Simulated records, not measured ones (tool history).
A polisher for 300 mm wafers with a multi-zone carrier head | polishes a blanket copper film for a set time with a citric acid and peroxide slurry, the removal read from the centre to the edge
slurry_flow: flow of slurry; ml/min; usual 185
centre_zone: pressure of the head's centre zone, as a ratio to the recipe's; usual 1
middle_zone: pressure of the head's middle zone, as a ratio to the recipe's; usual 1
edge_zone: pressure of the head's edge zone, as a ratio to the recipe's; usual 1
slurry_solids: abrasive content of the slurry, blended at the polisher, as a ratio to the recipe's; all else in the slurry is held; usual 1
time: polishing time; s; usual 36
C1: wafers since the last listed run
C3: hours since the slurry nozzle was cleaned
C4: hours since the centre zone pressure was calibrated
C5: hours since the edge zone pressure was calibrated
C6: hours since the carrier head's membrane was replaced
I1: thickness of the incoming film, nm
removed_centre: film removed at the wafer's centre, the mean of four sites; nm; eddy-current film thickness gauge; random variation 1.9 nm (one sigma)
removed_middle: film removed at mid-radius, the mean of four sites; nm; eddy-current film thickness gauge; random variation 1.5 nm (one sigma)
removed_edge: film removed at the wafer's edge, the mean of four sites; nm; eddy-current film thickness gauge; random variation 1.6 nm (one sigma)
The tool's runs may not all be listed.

Run 1, hour 0: usual settings; C1 0; wafers polished on this pad 435; C3 56.7; C4 687; C5 295.2; C6 1165.6; I1 1192. Result: removed_centre 137 nm, removed_middle 148.6 nm, removed_edge 146.1 nm.
Run 2, hour 22.7: usual settings; C1 219; wafers polished on this pad 655; C3 79.4; C4 709.7; C5 317.9; C6 1188.3; I1 1189.9. Result: removed_centre 132.9 nm, removed_middle 150.9 nm, removed_edge 143.4 nm.
Run 3, hour 41.7: usual settings; C1 184; wafers polished on this pad 839; C3 98.4; C4 728.7; C5 336.9; C6 1207.3; I1 1184.7. Result: removed_centre 138.2 nm, removed_middle 147.2 nm, removed_edge 147.2 nm.
At hour 67.9: worn pad replaced by a new one.
Run 4, hour 76.6: usual settings; C1 299; wafers polished on this pad 83; C3 133.3; C4 763.6; C5 371.8; C6 1242.2; I1 1202.2. Result: removed_centre 134.8 nm, removed_middle 147.3 nm, removed_edge 145.3 nm.
Run 5, hour 99.4: usual settings; C1 220; wafers polished on this pad 304; C3 156.1; C4 786.4; C5 394.6; C6 1265; I1 1206.1. Result: removed_centre 135.2 nm, removed_middle 148.8 nm, removed_edge 146 nm.
At hour 125: carrier head's membrane replaced by a new one.
At hour 129.6: centre zone pressure recalibrated.
Run 6, hour 130.1: usual settings but slurry_solids 1.05; C1 229; wafers polished on this pad 534; C3 186.8; C4 0.5; C5 425.3; C6 5.1; I1 1166.2. Result: removed_centre 126 nm, removed_middle 149.9 nm, removed_edge 149.1 nm.
Run 7, hour 143.6: usual settings but centre_zone 1.08, middle_zone 0.93, time 40 s; C1 130; wafers polished on this pad 665; C3 200.3; C4 14; C5 438.8; C6 18.6; I1 1196. Result: removed_centre 148 nm, removed_middle 155.6 nm, removed_edge 165 nm.
At hour 165.3: edge zone pressure recalibrated.
Run 8, hour 173.1: usual settings but slurry_flow 155 ml/min, slurry_solids 1.25; C1 266; wafers polished on this pad 931; C3 229.8; C4 43.5; C5 7.8; C6 48.1; I1 1182. Result: removed_centre 127.3 nm, removed_middle 155.8 nm, removed_edge 154.4 nm.
Run 9, hour 193.3: usual settings but slurry_flow 155 ml/min, middle_zone 0.92, edge_zone 1.11, time 27 s; C1 195; wafers polished on this pad 1127; C3 250; C4 63.7; C5 28; C6 68.3; I1 1202.6. Result: removed_centre 90.5 nm, removed_middle 101.1 nm, removed_edge 114.9 nm.
At hour 206.3: worn pad replaced by a new one.
Run 10, hour 207: usual settings but slurry_flow 140 ml/min, middle_zone 0.92; C1 93; wafers polished on this pad 7; C3 263.7; C4 77.4; C5 41.7; C6 82; I1 1183. Result: removed_centre 116.1 nm, removed_middle 132.1 nm, removed_edge 139.9 nm.
Run 11, hour 230.7: usual settings; C1 229; wafers polished on this pad 236; C3 287.4; C4 101.1; C5 65.4; C6 105.7; I1 1186. Result: removed_centre 123.5 nm, removed_middle 152.1 nm, removed_edge 148.3 nm.
At hour 251.7: slurry nozzle cleaned.
At hour 257.1: centre zone pressure recalibrated, repeated, since the last time left the tool worse.
Run 12, hour 257.6: usual settings but slurry_flow 250 ml/min, middle_zone 1.07, slurry_solids 0.8; C1 231; wafers polished on this pad 468; C3 5.9; C4 0.5; C5 92.3; C6 132.6; I1 1183.7. Result: removed_centre 140.6 nm, removed_middle 149.8 nm, removed_edge 136.9 nm.
Run 13, hour 281.6: usual settings but slurry_flow 140 ml/min; C1 232; wafers polished on this pad 700; C3 29.9; C4 24.5; C5 116.3; C6 156.6; I1 1179.8. Result: removed_centre 136.6 nm, removed_middle 140.7 nm, removed_edge 140.5 nm.
Run 14, hour 306.6: usual settings but slurry_flow 245 ml/min, edge_zone 0.93; C1 242; wafers polished on this pad 942; C3 54.9; C4 49.5; C5 141.3; C6 181.6; I1 1194.5. Result: removed_centre 149.4 nm, removed_middle 156.9 nm, removed_edge 143 nm.
At hour 322.6: worn pad replaced by a new one.
Run 15, hour 330.8: usual settings but slurry_flow 240 ml/min; C1 195; wafers polished on this pad 79; C3 79.1; C4 73.7; C5 165.5; C6 205.8; I1 1178.9. Result: removed_centre 153.8 nm, removed_middle 155.5 nm, removed_edge 150.3 nm.
Run 16, hour 349.4: usual settings but centre_zone 0.93, edge_zone 0.93, slurry_solids 0.75, time 44 s; C1 180; wafers polished on this pad 259; C3 97.7; C4 92.3; C5 184.1; C6 224.4; I1 1176.5. Result: removed_centre 146.6 nm, removed_middle 164.1 nm, removed_edge 153.9 nm.

Run 17 comes next. What will it give?
Run 17, hour 377.9: usual settings but slurry_flow 145 ml/min, edge_zone 0.92; C1 276; wafers polished on this pad 535; C3 126.2; C4 120.8; C5 212.6; C6 252.9; I1 1190.4. Result: removed_centre ?, removed_middle ?, removed_edge ?.

removed_centre: 136.1 nm
removed_middle: 139 nm
removed_edge: 136.3 nm
Without the tool's hidden state the same run would have given removed_centre 135.3 nm, removed_middle 139.1 nm, removed_edge 136.3 nm.
